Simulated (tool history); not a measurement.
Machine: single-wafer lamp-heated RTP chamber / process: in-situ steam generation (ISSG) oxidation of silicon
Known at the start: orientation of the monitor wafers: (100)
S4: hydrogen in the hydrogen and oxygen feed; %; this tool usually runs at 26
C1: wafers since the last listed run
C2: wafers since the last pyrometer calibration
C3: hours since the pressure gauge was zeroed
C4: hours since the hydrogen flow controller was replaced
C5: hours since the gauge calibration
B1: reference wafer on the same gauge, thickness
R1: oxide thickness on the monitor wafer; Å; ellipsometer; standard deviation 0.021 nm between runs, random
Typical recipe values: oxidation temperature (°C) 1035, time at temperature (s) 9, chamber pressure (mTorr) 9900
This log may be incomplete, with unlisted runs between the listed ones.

Run 1, hour 0.0: usual settings; C1 0; C2 4667; C3 1830.9; C4 2396.4; C5 662.5; B1 4.041. Result: R1 43.74 Å.
Run 2, hour 30.2: usual settings; C1 331; C2 4998; C3 1861.1; C4 2426.6; C5 692.7; B1 4.042. Result: R1 43.98 Å.
At hour 56.2: pyrometer window cleaned and pyrometer calibrated.
Run 3, hour 75.7: usual settings; C1 411; C2 213; C3 1906.6; C4 2472.1; C5 738.2; B1 4.038. Result: R1 42.87 Å.
Run 4, hour 146.4: usual settings; C1 774; C2 988; C3 1977.3; C4 2542.8; C5 808.9; B1 4.043. Result: R1 42.92 Å.
Run 5, hour 201.8: usual settings; C1 607; C2 1595; C3 2032.7; C4 2598.2; C5 864.3; B1 4.045. Result: R1 43.85 Å.
Run 6, hour 226.0: usual settings; C1 265; C2 1860; C3 2056.9; C4 2622.4; C5 888.5; B1 4.036. Result: R1 43.28 Å.
Run 7, hour 261.7: usual settings; C1 391; C2 2252; C3 2092.6; C4 2658.1; C5 924.2; B1 4.038. Result: R1 43.51 Å.
At hour 368.3: pressure gauge zeroed.
Run 8, hour 388.0: usual settings but oxidation temperature (°C) 1050, time at temperature (s) 8, chamber pressure (mTorr) 8500, S4 21 %; C1 1296; C2 3548; C3 19.7; C4 2784.4; C5 1050.5; B1 4.038. Result: R1 42.80 Å.
At hour 412.2: hydrogen flow controller replaced.
At hour 425.8: gauge calibrated.
At hour 553.0: pyrometer window cleaned and pyrometer calibrated.
Run 9, hour 586.2: usual settings but oxidation temperature (°C) 1054, time at temperature (s) 6, S4 29 %; C1 1996; C2 363; C3 217.9; C4 174.0; C5 160.4; B1 4.042. Result: R1 40.10 Å.
Run 10, hour 684.7: usual settings but oxidation temperature (°C) 1018, time at temperature (s) 5, chamber pressure (mTorr) 8800, S4 23 %; C1 1079; C2 1443; C3 316.4; C4 272.5; C5 258.9; B1 4.043. Result: R1 31.21 Å.
Run 11, hour 749.3: usual settings; C1 708; C2 2151; C3 381.0; C4 337.1; C5 323.5; B1 4.041. Result: R1 43.15 Å.
Run 12, hour 812.2: usual settings but oxidation temperature (°C) 1027, chamber pressure (mTorr) 10200, S4 22 %; C1 689; C2 2841; C3 443.9; C4 400.0; C5 386.4; B1 4.038. Result: R1 40.29 Å.
Run 13, hour 864.3: usual settings; C1 571; C2 3412; C3 496.0; C4 452.1; C5 438.5; B1 4.041. Result: R1 43.68 Å.
Run 14, hour 915.8: usual settings; C1 564; C2 3976; C3 547.5; C4 503.6; C5 490.0; B1 4.042. Result: R1 43.77 Å.

Consider 3 possible next runs. They are alternatives, not a sequence: every one starts from the tool as it was left by run 14. What does each give?
Run A, hour 916.2: usual settings; C1 4; C2 3980; C3 547.9; C4 504.0; C5 490.4; B1 ?. Result: R1 ?.
Run B, hour 916.2: usual settings but oxidation temperature (°C) 1017, time at temperature (s) 6, chamber pressure (mTorr) 10200, S4 32 %; C1 4; C2 3980; C3 547.9; C4 504.0; C5 490.4; B1 ?. Result: R1 ?.
Run C, hour 916.2: usual settings but time at temperature (s) 12, chamber pressure (mTorr) 8500; C1 4; C2 3980; C3 547.9; C4 504.0; C5 490.4; B1 ?. Result: R1 ?.

run     B1     R1
  A  4.042  43.69
  B  4.042  35.77
  C  4.042  51.27
Stripped of hidden state, with their random variation kept, the same runs would have yielded:
run     R1
  A  42.65
  B  35.13
  C  49.93
